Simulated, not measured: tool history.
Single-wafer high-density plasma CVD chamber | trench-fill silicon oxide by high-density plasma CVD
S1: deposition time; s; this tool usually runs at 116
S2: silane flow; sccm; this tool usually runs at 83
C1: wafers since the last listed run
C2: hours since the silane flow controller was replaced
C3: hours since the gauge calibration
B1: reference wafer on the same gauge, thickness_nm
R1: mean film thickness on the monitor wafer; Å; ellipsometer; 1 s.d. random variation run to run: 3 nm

run     day   S1  S2   C1      C2     C3        B1        R1
  1       0  116  83    0    3696  189.3  1114.997   9839.26
  2   0.675  116  92  211  3712.2  205.5  1114.829  10607.27
  3   1.121  116  92  139  3722.9  216.2  1116.133  10612.25
  4   1.842  116  92  226  3740.2  233.5  1114.647  10685.85
  5   2.346  116  83  158  3752.3  245.6  1114.407   9817.71
  6   2.688  116  83  107  3760.5  253.8  1115.168   9844.34
  7    3.45  116  83  239  3778.8  272.1  1114.696   9752.89
  8   4.096  127  79  202  3794.3  287.6  1114.651  10353.65
  9   5.892  127  79  563  3837.4  330.7  1116.041  10408.53
 10   6.342  127  79  141  3848.2  341.5  1115.283  10352.52
      6.608  -- gauge calibrated
 11   6.796  116  83  142  3859.1    4.5  1115.887   9783.87
       7.25  -- silane flow controller replaced
 12   7.271  116  83   44     0.5   15.9  1114.393    9799.7
 13   7.542  116  83   85       7   22.4  1114.729   9759.59
 14   7.871  110  83  103    14.9   30.3  1113.908   9317.99
 15   8.188   97  83   99    22.5   37.9  1114.481   8200.99
 16   9.342  100  74  362    50.2   65.6  1115.253   7771.46
 17   9.683  116  83  107    58.4   73.8  1114.395   9837.95
 18  10.238  128  96  173    71.7   87.1  1114.382  12240.97
 19  10.804   96  83  177    85.3  100.7  1115.799      8119
 20  11.433  116  68  197   100.4  115.8  1114.553   8418.17
 21  11.779  116  76  108   108.7  124.1  1114.471   9226.69
 22  12.117  130  75  105   116.8  132.2  1115.172  10223.97
 23  12.846  139  78  228   134.3  149.7   1115.61  11189.53
 24  13.142  116  83   92   141.4  156.8  1114.521   9834.39
 25  13.454  127  87   98   148.9  164.3  1113.919  11129.29
 26  14.025  102  78  179   162.6    178  1114.806   8245.31
 27  14.488  125  98  145   173.7  189.1  1115.006  12065.16

Give the tool's hidden conditions for every run:
delivered silane flow above the setpoint (%): 0 across all the runs
gauge reads high (%): 0 across all the runs
